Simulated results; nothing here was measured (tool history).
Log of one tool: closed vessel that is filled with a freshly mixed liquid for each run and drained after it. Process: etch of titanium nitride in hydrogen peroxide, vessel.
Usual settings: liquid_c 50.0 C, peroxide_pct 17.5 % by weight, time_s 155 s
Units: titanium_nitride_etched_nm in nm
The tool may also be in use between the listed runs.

run,day,liquid_c,peroxide_pct,time_s,wafers since the last listed run,hours since the thermometer was replaced,hours since the peroxide flow meter was replaced,hours since the drum of peroxide was connected,hours since the gauge calibration,"read-back film thickness of the titanium nitride reference wafer, read on the same gauge (nm)",titanium_nitride_etched_nm
1,0.000,50.0,17.5,155,0,245.3,278.0,34.5,672.9,80.00,12.98
2,1.888,50.0,17.5,155,2714,290.6,323.3,79.8,718.2,79.98,13.06
# day 5.096: gauge calibrated
3,6.367,50.0,17.5,155,6442,398.1,430.8,187.3,30.5,79.99,13.00
4,10.129,50.0,17.5,155,5411,488.4,521.1,277.6,120.8,80.03,13.07
5,11.879,50.0,17.5,155,2516,530.4,563.1,319.6,162.8,80.00,13.01
6,15.017,50.0,17.5,155,4512,605.7,638.4,394.9,238.1,79.99,13.19
# day 16.829: thermometer replaced
# day 17.400: new drum of peroxide connected
7,19.100,50.0,17.5,155,5753,54.5,736.4,40.8,336.1,79.98,13.16
# day 26.900: peroxide flow meter replaced
8,30.658,50.0,17.5,155,16563,331.9,90.2,318.2,613.5,80.00,12.91
9,34.975,54.5,17.5,245,6208,435.5,193.8,421.8,717.1,79.99,28.06
# day 36.304: new drum of peroxide connected
10,37.083,53.0,17.5,155,2972,486.1,244.4,18.7,767.7,80.00,16.12
# day 38.096: gauge calibrated
11,39.038,50.0,17.5,155,2810,533.0,291.3,65.6,22.6,80.00,12.96
# day 39.783: thermometer replaced
12,43.112,50.0,17.5,155,5800,79.9,389.1,163.4,120.4,80.00,13.07
13,45.029,54.0,15.0,85,2756,125.9,435.1,209.4,166.4,79.98,9.20
14,49.158,40.5,17.5,230,5938,225.0,534.2,308.5,265.5,80.02,9.60
15,50.779,50.0,17.5,155,2331,263.9,573.1,347.4,304.4,79.99,13.17

The next listed run, before its measurement:
16,54.071,54.5,21.5,185,4734,342.9,652.1,426.4,383.4,?,?

Run 16 gave read-back film thickness of the titanium nitride reference wafer, read on the same gauge (nm) 80.00, titanium_nitride_etched_nm 22.63 nm.
Without the tool's hidden state the same run would have given titanium_nitride_etched_nm 22.21 nm.
